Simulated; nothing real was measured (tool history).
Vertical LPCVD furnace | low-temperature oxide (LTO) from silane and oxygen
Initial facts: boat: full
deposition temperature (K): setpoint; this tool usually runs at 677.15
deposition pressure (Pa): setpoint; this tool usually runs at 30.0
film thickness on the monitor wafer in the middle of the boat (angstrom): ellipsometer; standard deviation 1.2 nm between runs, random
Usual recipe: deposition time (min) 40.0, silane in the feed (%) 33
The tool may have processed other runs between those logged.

run,day,deposition temperature (K),deposition pressure (Pa),deposition time (min),silane in the feed (%),wafers since the last listed run,hours since the last temperature calibration,hours since the pressure gauge was zeroed,hours since the silane flow controller was replaced,hours since the gauge calibration,"read-back reference wafer on the same gauge, thickness",film thickness on the monitor wafer in the middle of the boat (angstrom)
1,0.000,686.15,30.0,40.0,28,0,2651.1,3393.5,2447.7,575.6,258.21,2765.2
2,3.496,686.15,30.0,40.0,28,1290,2735.0,3477.4,2531.6,659.5,258.17,2763.8
3,7.204,677.15,30.0,40.0,33,1369,2824.0,3566.4,2620.6,748.5,257.93,3150.0
4,11.262,669.15,30.0,40.0,33,1498,2921.4,3663.8,2718.0,845.9,258.03,2901.7
5,12.812,669.15,30.0,40.0,33,572,2958.6,3701.0,2755.2,883.1,257.87,2897.8
6,14.925,669.15,30.0,40.0,33,780,3009.3,3751.7,2805.9,933.8,258.20,2900.5
# day 16.333: gauge calibrated
# day 17.362: silane flow controller replaced
# day 17.504: thermocouples replaced and temperature profile calibrated
7,19.133,677.15,30.0,40.0,33,1132,39.1,3852.7,42.5,67.2,258.00,3017.4
# day 20.821: pressure gauge zeroed
8,22.925,677.15,30.0,40.0,33,1030,130.1,50.5,133.5,158.2,257.92,3033.3
9,26.275,677.15,26.7,54.0,30,1236,210.5,130.9,213.9,238.6,257.96,3168.6
10,28.912,677.15,30.0,40.0,33,973,273.8,194.2,277.2,301.9,257.85,3037.7
11,30.825,677.15,30.0,40.0,33,706,319.7,240.1,323.1,347.8,257.97,3010.9
12,34.408,683.15,37.3,40.0,33,1323,405.7,326.1,409.1,433.8,258.01,4028.8
13,37.988,686.15,32.0,49.5,28,1321,491.6,412.0,495.0,519.7,257.99,3515.4
14,39.583,672.15,30.0,40.0,33,589,529.9,450.3,533.3,558.0,257.93,2879.0
15,43.283,688.15,30.0,40.0,33,1366,618.7,539.1,622.1,646.8,258.04,3426.5

Below are 4 alternative next runs, each starting from the tool's condition after run 15. Predict each:
A,43.488,677.15,30.0,40.0,33,75,623.6,544.0,627.0,651.7,?,?
B,43.488,677.15,30.0,40.0,28,75,623.6,544.0,627.0,651.7,?,?
C,43.488,677.15,30.0,51.0,36,75,623.6,544.0,627.0,651.7,?,?
D,43.488,685.15,30.0,40.0,28,75,623.6,544.0,627.0,651.7,?,?

run,"read-back reference wafer on the same gauge, thickness",film thickness on the monitor wafer in the middle of the boat (angstrom)
A,258.10,3024.5
B,258.10,2387.8
C,258.10,4331.1
D,258.10,2622.5
Without the tool's unlogged condition, the same runs would have read:
run,film thickness on the monitor wafer in the middle of the boat (angstrom)
A,3018.1
B,2382.0
C,4322.9
D,2616.2
